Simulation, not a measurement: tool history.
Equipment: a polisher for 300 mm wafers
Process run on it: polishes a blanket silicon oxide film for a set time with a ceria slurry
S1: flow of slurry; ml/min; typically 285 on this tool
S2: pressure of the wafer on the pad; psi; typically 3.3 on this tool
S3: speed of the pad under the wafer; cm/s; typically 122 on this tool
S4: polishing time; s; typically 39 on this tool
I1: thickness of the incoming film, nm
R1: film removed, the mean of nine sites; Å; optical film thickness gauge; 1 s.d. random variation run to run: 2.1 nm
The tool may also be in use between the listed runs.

| run | hour | S1 | S2 | S3 | S4 | I1 | R1 |
|---|---|---|---|---|---|---|---|
| 1 | 0.0 | 285 | 3.3 | 122 | 39 | 1668.3 | 1862 |
| 2 | 16.6 | 285 | 3.3 | 122 | 39 | 1665.4 | 1855 |
| 3 | 25.2 | 285 | 3.3 | 122 | 39 | 1701.5 | 1825 |
| 4 | 39.9 | 315 | 3.3 | 122 | 39 | 1657.2 | 1868 |
|  | 57.0 | worn pad replaced by a new one |
| 5 | 57.5 | 315 | 3.3 | 122 | 39 | 1671.7 | 1880 |
| 6 | 72.0 | 285 | 3.3 | 122 | 39 | 1694.6 | 1839 |
| 7 | 78.0 | 285 | 3.3 | 122 | 39 | 1680.6 | 1852 |
| 8 | 104.3 | 210 | 4.1 | 122 | 39 | 1700.9 | 2180 |
| 9 | 117.6 | 210 | 4.1 | 122 | 39 | 1659.3 | 2165 |
| 10 | 126.3 | 255 | 4.1 | 122 | 39 | 1648.0 | 2140 |
| 11 | 132.9 | 255 | 4.1 | 122 | 39 | 1680.9 | 2146 |
|  | 142.0 | worn pad replaced by a new one |
| 12 | 143.0 | 255 | 4.1 | 122 | 39 | 1678.9 | 2204 |
| 13 | 155.8 | 325 | 3.3 | 122 | 39 | 1671.4 | 1879 |
| 14 | 169.9 | 285 | 4.1 | 104 | 31 | 1683.4 | 1564 |
|  | 179.4 | slurry nozzle cleaned |
| 15 | 180.8 | 285 | 3.3 | 122 | 39 | 1660.7 | 1875 |
| 16 | 196.8 | 210 | 4.1 | 122 | 39 | 1672.1 | 2132 |
| 17 | 214.0 | 285 | 3.3 | 122 | 39 | 1670.3 | 1847 |
|  | 222.3 | worn pad replaced by a new one |
| 18 | 239.7 | 285 | 3.3 | 122 | 32 | 1670.1 | 1539 |
| 19 | 246.5 | 285 | 2.3 | 122 | 43 | 1662.9 | 1579 |
| 20 | 253.5 | 285 | 3.3 | 98 | 39 | 1656.3 | 1573 |
|  | 264.6 | head pressure recalibrated |
| 21 | 265.2 | 200 | 3.9 | 142 | 26 | 1649.4 | 1554 |
| 22 | 273.1 | 285 | 3.3 | 122 | 39 | 1673.7 | 1808 |
| 23 | 291.1 | 285 | 3.3 | 122 | 39 | 1654.4 | 1879 |
| 24 | 299.1 | 230 | 3.6 | 148 | 39 | 1686.4 | 2235 |
|  | 308.4 | worn pad replaced by a new one |
| 25 | 316.9 | 285 | 4.3 | 134 | 39 | 1682.0 | 2526 |
| 26 | 331.6 | 215 | 3.3 | 112 | 39 | 1683.5 | 1683 |
| 27 | 341.6 | 285 | 2.8 | 122 | 35 | 1666.4 | 1485 |

Exercise: give the hidden state of the tool at every run:
removal rate lost through wear of the pad, %: 0 on each run
slurry flow missing at the pad, %: 0 on each run
deviation of the head's pressure from its setpoint, %: 0 on each run

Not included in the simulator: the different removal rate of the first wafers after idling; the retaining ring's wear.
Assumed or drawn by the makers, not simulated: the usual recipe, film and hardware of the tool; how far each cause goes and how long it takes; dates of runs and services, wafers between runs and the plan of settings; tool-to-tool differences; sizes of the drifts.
